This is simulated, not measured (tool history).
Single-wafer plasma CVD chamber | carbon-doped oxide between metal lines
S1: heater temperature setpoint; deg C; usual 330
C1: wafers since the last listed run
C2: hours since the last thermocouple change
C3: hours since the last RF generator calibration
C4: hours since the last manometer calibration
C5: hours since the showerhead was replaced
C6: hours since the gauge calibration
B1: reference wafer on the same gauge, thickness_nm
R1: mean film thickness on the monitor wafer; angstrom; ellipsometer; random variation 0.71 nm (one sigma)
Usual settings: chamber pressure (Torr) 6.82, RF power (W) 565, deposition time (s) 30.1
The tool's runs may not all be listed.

{"run": 1, "hour": 0.0, "S1": 330, "chamber pressure (Torr)": 6.82, "RF power (W)": 565, "deposition time (s)": 30.1, "C1": 0, "C2": 2232.0, "C3": 910.6, "C4": 1307.9, "C5": 5904.0, "C6": 154.9, "B1": 204.79, "R1": 1884.85}
{"run": 2, "hour": 6.9, "S1": 330, "chamber pressure (Torr)": 6.82, "RF power (W)": 565, "deposition time (s)": 30.1, "C1": 252, "C2": 2238.9, "C3": 917.5, "C4": 1314.8, "C5": 5910.9, "C6": 161.8, "B1": 204.751, "R1": 1881.0}
{"run": 3, "hour": 22.8, "S1": 330, "chamber pressure (Torr)": 6.82, "RF power (W)": 565, "deposition time (s)": 30.1, "C1": 581, "C2": 2254.8, "C3": 933.4, "C4": 1330.7, "C5": 5926.8, "C6": 177.7, "B1": 205.243, "R1": 1884.51}
{"run": 4, "hour": 32.3, "S1": 330, "chamber pressure (Torr)": 6.82, "RF power (W)": 565, "deposition time (s)": 30.1, "C1": 347, "C2": 2264.3, "C3": 942.9, "C4": 1340.2, "C5": 5936.3, "C6": 187.2, "B1": 205.274, "R1": 1893.58}
{"run": 5, "hour": 38.9, "S1": 330, "chamber pressure (Torr)": 6.82, "RF power (W)": 565, "deposition time (s)": 30.1, "C1": 241, "C2": 2270.9, "C3": 949.5, "C4": 1346.8, "C5": 5942.9, "C6": 193.8, "B1": 204.987, "R1": 1871.89}
{"run": 6, "hour": 46.3, "S1": 330, "chamber pressure (Torr)": 6.82, "RF power (W)": 565, "deposition time (s)": 30.1, "C1": 270, "C2": 2278.3, "C3": 956.9, "C4": 1354.2, "C5": 5950.3, "C6": 201.2, "B1": 205.033, "R1": 1876.57}
{"run": 7, "hour": 53.3, "S1": 330, "chamber pressure (Torr)": 6.82, "RF power (W)": 565, "deposition time (s)": 30.1, "C1": 255, "C2": 2285.3, "C3": 963.9, "C4": 1361.2, "C5": 5957.3, "C6": 208.2, "B1": 204.94, "R1": 1894.32}
{"run": 8, "hour": 63.3, "S1": 330, "chamber pressure (Torr)": 6.82, "RF power (W)": 565, "deposition time (s)": 34.3, "C1": 365, "C2": 2295.3, "C3": 973.9, "C4": 1371.2, "C5": 5967.3, "C6": 218.2, "B1": 205.011, "R1": 2136.84}
{"hour": 68.2, "done": "gauge calibrated"}
{"hour": 72.3, "done": "capacitance manometer re-zeroed and calibrated"}
{"run": 9, "hour": 76.7, "S1": 338, "chamber pressure (Torr)": 6.82, "RF power (W)": 565, "deposition time (s)": 34.7, "C1": 197, "C2": 2308.7, "C3": 987.3, "C4": 4.4, "C5": 5980.7, "C6": 8.5, "B1": 204.862, "R1": 2117.54}

Run 10 comes next. What will it give?
{"hour": 95.5, "done": "showerhead replaced"}
{"run": 10, "hour": 96.0, "S1": 339, "chamber pressure (Torr)": 5.87, "RF power (W)": 565, "deposition time (s)": 33.6, "C1": 413, "C2": 2328.0, "C3": 1006.6, "C4": 23.7, "C5": 0.5, "C6": 27.8, "B1": "?", "R1": "?"}

Run 10 gave B1 204.966, R1 2016.53 angstrom.
Without the tool's hidden state the same run would have given R1 2016.53 angstrom.

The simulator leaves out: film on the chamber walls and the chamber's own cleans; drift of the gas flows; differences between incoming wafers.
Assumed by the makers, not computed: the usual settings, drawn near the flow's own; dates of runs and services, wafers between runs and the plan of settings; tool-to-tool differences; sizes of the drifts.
